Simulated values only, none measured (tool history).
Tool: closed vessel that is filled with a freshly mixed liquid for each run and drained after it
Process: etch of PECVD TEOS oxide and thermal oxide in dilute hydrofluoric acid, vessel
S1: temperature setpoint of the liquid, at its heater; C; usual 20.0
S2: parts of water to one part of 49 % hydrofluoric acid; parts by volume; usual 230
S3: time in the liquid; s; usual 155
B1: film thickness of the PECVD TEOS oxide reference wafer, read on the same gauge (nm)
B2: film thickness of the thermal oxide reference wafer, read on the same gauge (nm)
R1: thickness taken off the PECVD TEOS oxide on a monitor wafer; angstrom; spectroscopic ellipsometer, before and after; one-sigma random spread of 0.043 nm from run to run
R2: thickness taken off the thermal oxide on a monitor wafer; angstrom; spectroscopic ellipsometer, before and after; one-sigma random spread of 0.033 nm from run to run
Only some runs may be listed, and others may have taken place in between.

Run 1, hour 0.0: usual settings; B1 110.01; B2 69.985. Result: R1 61.4 angstrom, R2 20.19 angstrom.
At hour 3.4: hydrofluoric acid flow meter replaced.
Run 2, hour 22.7: usual settings but S1 25.0 C, S2 145 parts by volume, S3 75 s; B1 110.00; B2 69.947. Result: R1 68.6 angstrom, R2 22.71 angstrom.
Run 3, hour 35.0: usual settings but S1 18.5 C; B1 110.00; B2 70.006. Result: R1 63.8 angstrom, R2 20.98 angstrom.
Run 4, hour 64.1: usual settings; B1 109.98; B2 70.027. Result: R1 67.3 angstrom, R2 22.75 angstrom.
At hour 65.6: gauge calibrated.
Run 5, hour 84.8: usual settings but S1 18.5 C, S2 300 parts by volume, S3 75 s; B1 110.01; B2 70.026. Result: R1 22.1 angstrom, R2 7.12 angstrom.
Run 6, hour 118.1: usual settings but S1 24.0 C; B1 109.99; B2 70.000. Result: R1 77.6 angstrom, R2 25.20 angstrom.
Run 7, hour 138.9: usual settings but S3 245 s; B1 109.99; B2 69.991. Result: R1 105.3 angstrom, R2 34.55 angstrom.
Run 8, hour 169.7: usual settings; B1 109.99; B2 70.002. Result: R1 66.5 angstrom, R2 21.70 angstrom.
Run 9, hour 205.5: usual settings but S1 21.0 C; B1 110.01; B2 69.985. Result: R1 69.4 angstrom, R2 22.90 angstrom.
Run 10, hour 241.5: usual settings but S1 18.0 C; B1 109.96; B2 69.954. Result: R1 60.9 angstrom, R2 19.88 angstrom.
Run 11, hour 274.6: usual settings but S2 315 parts by volume; B1 110.03; B2 70.011. Result: R1 44.4 angstrom, R2 14.42 angstrom.
Run 12, hour 305.5: usual settings but S1 17.5 C; B1 110.00; B2 69.970. Result: R1 59.1 angstrom, R2 18.96 angstrom.
Run 13, hour 331.4: usual settings but S2 175 parts by volume; B1 110.01; B2 70.008. Result: R1 89.2 angstrom, R2 29.63 angstrom.
At hour 360.2: thermometer replaced.
Run 14, hour 360.7: usual settings but S2 335 parts by volume; B1 110.00; B2 70.036. Result: R1 41.2 angstrom, R2 13.63 angstrom.
Run 15, hour 376.9: usual settings but S1 17.0 C, S2 280 parts by volume, S3 220 s; B1 110.00; B2 70.009. Result: R1 65.3 angstrom, R2 21.62 angstrom.
Run 16, hour 394.3: usual settings but S1 23.0 C, S2 325 parts by volume; B1 110.00; B2 69.987. Result: R1 47.9 angstrom, R2 15.90 angstrom.
Run 17, hour 414.9: usual settings but S1 22.5 C, S2 180 parts by volume, S3 235 s; B1 110.02; B2 70.018. Result: R1 148.0 angstrom, R2 47.13 angstrom.
Run 18, hour 447.6: usual settings but S1 23.0 C, S3 190 s; B1 109.98; B2 70.000. Result: R1 90.0 angstrom, R2 29.53 angstrom.
Run 19, hour 467.0: usual settings but S3 225 s; B1 110.00; B2 70.009. Result: R1 95.3 angstrom, R2 31.24 angstrom.
Run 20, hour 498.1: usual settings but S2 150 parts by volume, S3 225 s; B1 110.00; B2 70.005. Result: R1 158.1 angstrom, R2 52.29 angstrom.
Run 21, hour 510.3: usual settings but S2 120 parts by volume; B1 110.01; B2 70.016. Result: R1 139.3 angstrom, R2 45.98 angstrom.
Run 22, hour 522.4: usual settings but S2 190 parts by volume, S3 230 s; B1 110.02; B2 70.001. Result: R1 121.9 angstrom, R2 39.98 angstrom.
Run 23, hour 573.6: usual settings; B1 110.01; B2 70.016. Result: R1 65.1 angstrom, R2 21.29 angstrom.
Run 24, hour 586.7: usual settings but S1 21.5 C; B1 110.02; B2 70.008. Result: R1 68.8 angstrom, R2 22.68 angstrom.
Run 25, hour 613.0: usual settings but S1 21.5 C, S2 295 parts by volume; B1 109.98; B2 70.022. Result: R1 50.2 angstrom, R2 16.46 angstrom.

Forecast each of these 5 alternatives for the next run:
Run A, hour 613.7: usual settings; B1 ?; B2 ?. Result: R1 ?, R2 ?.
Run B, hour 613.7: usual settings but S1 18.0 C, S2 145 parts by volume, S3 220 s; B1 ?; B2 ?. Result: R1 ?, R2 ?.
Run C, hour 613.7: usual settings but S1 22.5 C, S2 125 parts by volume, S3 190 s; B1 ?; B2 ?. Result: R1 ?, R2 ?.
Run D, hour 613.7: usual settings but S2 195 parts by volume; B1 ?; B2 ?. Result: R1 ?, R2 ?.
Run E, hour 613.7: usual settings but S1 22.5 C, S2 170 parts by volume, S3 105 s; B1 ?; B2 ?. Result: R1 ?, R2 ?.

run      B1      B2     R1     R2
  A  110.00  69.980   64.6  21.52
  B  110.00  69.980  146.2  48.75
  C  110.00  69.980  179.4  59.80
  D  110.00  69.980   78.8  26.28
  E  110.00  69.980   69.3  23.09
With the hidden condition removed and each run's random variation left untouched, the same runs would have given:
run     R1     R2
  A   69.6  23.20
  B  157.3  52.46
  C  192.8  64.30
  D   84.9  28.31
  E   74.5  24.86

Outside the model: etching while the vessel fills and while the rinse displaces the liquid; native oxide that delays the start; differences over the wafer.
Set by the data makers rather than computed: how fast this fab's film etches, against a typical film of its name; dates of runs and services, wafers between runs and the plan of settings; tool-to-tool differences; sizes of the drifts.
